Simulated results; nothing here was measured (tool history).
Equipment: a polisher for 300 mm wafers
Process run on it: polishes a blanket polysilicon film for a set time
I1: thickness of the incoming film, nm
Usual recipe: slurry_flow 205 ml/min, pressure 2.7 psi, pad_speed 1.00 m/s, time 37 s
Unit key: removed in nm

{"run": 1, "day": 0.0, "slurry_flow": 205, "pressure": 2.7, "pad_speed": 1.0, "time": 37, "I1": 1970.4, "removed": 276.8}
{"run": 2, "day": 0.721, "slurry_flow": 205, "pressure": 2.7, "pad_speed": 1.0, "time": 37, "I1": 2007.6, "removed": 277.2}
{"run": 3, "day": 1.396, "slurry_flow": 205, "pressure": 2.7, "pad_speed": 1.0, "time": 37, "I1": 1960.7, "removed": 264.7}
{"run": 4, "day": 2.092, "slurry_flow": 220, "pressure": 2.7, "pad_speed": 1.0, "time": 37, "I1": 1983.2, "removed": 257.5}
{"run": 5, "day": 2.621, "slurry_flow": 205, "pressure": 2.7, "pad_speed": 1.0, "time": 37, "I1": 2010.6, "removed": 258.4}
{"day": 3.171, "done": "worn pad replaced by a new one"}
{"run": 6, "day": 3.192, "slurry_flow": 205, "pressure": 2.7, "pad_speed": 1.0, "time": 37, "I1": 1936.5, "removed": 279.7}
{"run": 7, "day": 3.412, "slurry_flow": 205, "pressure": 2.7, "pad_speed": 1.0, "time": 37, "I1": 1981.6, "removed": 274.6}
{"run": 8, "day": 3.746, "slurry_flow": 205, "pressure": 2.7, "pad_speed": 1.0, "time": 37, "I1": 1971.6, "removed": 282.3}
{"run": 9, "day": 4.167, "slurry_flow": 205, "pressure": 3.0, "pad_speed": 1.0, "time": 37, "I1": 1969.3, "removed": 299.7}
{"run": 10, "day": 4.592, "slurry_flow": 205, "pressure": 3.0, "pad_speed": 1.0, "time": 37, "I1": 1967.8, "removed": 297.5}
{"run": 11, "day": 5.129, "slurry_flow": 205, "pressure": 2.7, "pad_speed": 1.0, "time": 37, "I1": 1965.9, "removed": 266.6}
{"run": 12, "day": 5.788, "slurry_flow": 205, "pressure": 2.7, "pad_speed": 1.0, "time": 37, "I1": 1974.5, "removed": 255.3}
{"day": 6.425, "done": "worn pad replaced by a new one"}
{"run": 13, "day": 6.483, "slurry_flow": 205, "pressure": 2.7, "pad_speed": 1.0, "time": 37, "I1": 1974.5, "removed": 273.8}
{"run": 14, "day": 7.15, "slurry_flow": 205, "pressure": 2.7, "pad_speed": 1.0, "time": 37, "I1": 1962.6, "removed": 275.5}
{"day": 7.462, "done": "slurry nozzle cleaned"}
{"run": 15, "day": 7.8, "slurry_flow": 205, "pressure": 2.7, "pad_speed": 1.0, "time": 37, "I1": 1955.9, "removed": 260.1}
{"run": 16, "day": 8.396, "slurry_flow": 205, "pressure": 3.1, "pad_speed": 1.36, "time": 37, "I1": 1988.9, "removed": 413.4}
{"day": 8.879, "done": "head pressure recalibrated"}
{"run": 17, "day": 9.092, "slurry_flow": 205, "pressure": 2.7, "pad_speed": 1.0, "time": 26, "I1": 1979.9, "removed": 176.3}
{"run": 18, "day": 9.617, "slurry_flow": 205, "pressure": 3.0, "pad_speed": 1.0, "time": 37, "I1": 1968.0, "removed": 279.5}
{"day": 9.917, "done": "worn pad replaced by a new one"}
{"run": 19, "day": 10.204, "slurry_flow": 225, "pressure": 3.4, "pad_speed": 1.24, "time": 30, "I1": 2007.0, "removed": 359.5}
{"run": 20, "day": 10.917, "slurry_flow": 225, "pressure": 2.7, "pad_speed": 1.0, "time": 37, "I1": 1971.0, "removed": 277.9}
{"run": 21, "day": 11.488, "slurry_flow": 205, "pressure": 3.3, "pad_speed": 1.0, "time": 37, "I1": 1971.1, "removed": 320.1}

Expected results for the next run?
{"run": 22, "day": 11.779, "slurry_flow": 160, "pressure": 2.7, "pad_speed": 1.0, "time": 37, "I1": 1958.0, "removed": "?"}

Run 22 produced removed 254.5 nm.
Minus the tool's unlogged condition, the same run would have read removed 275.9 nm.
